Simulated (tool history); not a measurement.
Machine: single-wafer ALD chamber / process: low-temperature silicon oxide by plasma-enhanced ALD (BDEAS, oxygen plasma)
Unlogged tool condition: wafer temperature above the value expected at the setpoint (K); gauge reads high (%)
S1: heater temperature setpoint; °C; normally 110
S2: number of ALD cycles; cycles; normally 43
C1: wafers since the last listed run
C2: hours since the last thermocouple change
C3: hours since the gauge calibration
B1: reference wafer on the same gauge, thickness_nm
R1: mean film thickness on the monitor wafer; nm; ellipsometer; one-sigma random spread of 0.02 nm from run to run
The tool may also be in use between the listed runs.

run,hour,S1,S2,C1,C2,C3,B1,R1
1,0,100,43,0,177.2,399.9,5.183,6.126
2,40.9,100,43,290,218.1,440.8,5.181,6.145
3,84.4,100,43,309,261.6,484.3,5.178,6.134
4,130.9,110,43,330,308.1,530.8,5.178,6.021
5,158.3,110,43,194,335.5,558.2,5.181,6.045
6,190.4,110,43,228,367.6,590.3,5.181,5.992
7,252,116,40,438,429.2,651.9,5.181,5.532
8,315.5,110,43,451,492.7,715.4,5.186,6.024
9,479.8,110,43,1168,657,879.7,5.175,6.056
10,522.6,110,50,304,699.8,922.5,5.187,7.004
11,593.1,99,43,501,770.3,993,5.181,6.158
12,774.8,99,43,1292,952,1174.7,5.179,6.158
# hour 822.5: gauge calibrated
13,837.3,99,43,444,1014.5,14.8,5.182,6.111
14,907.1,110,43,496,1084.3,84.6,5.178,6.012
# hour 919.1: thermocouple changed; heater temperature recalibrated
15,933.8,100,38,132,14.7,111.3,5.18,5.404
16,999.3,115,40,465,80.2,176.8,5.181,5.515
17,1027.4,122,36,199,108.3,204.9,5.179,4.939
18,1089.7,118,39,443,170.6,267.2,5.185,5.394
19,1130.4,122,49,289,211.3,307.9,5.182,6.735
20,1190.8,118,35,429,271.7,368.3,5.177,4.836
21,1359.9,105,49,1202,440.8,537.4,5.182,6.926
22,1406.2,120,47,329,487.1,583.7,5.177,6.471
23,1445.3,105,38,278,526.2,622.8,5.178,5.373
24,1499.5,97,40,385,580.4,677,5.178,5.735
25,1535.2,97,43,253,616.1,712.7,5.184,6.223
26,1582.1,110,43,333,663,759.6,5.176,6.006

What differs in the tool's unlogged condition from the final listed run ahead of each entry between runs to the first listed run following it?
Between runs 12 and 13: gauge calibrated (hour 822.5)
  no difference in the tool's unlogged condition between these two runs
Between runs 14 and 15: thermocouple changed; heater temperature recalibrated (hour 919.1)
  no difference in the tool's unlogged condition between these two runs
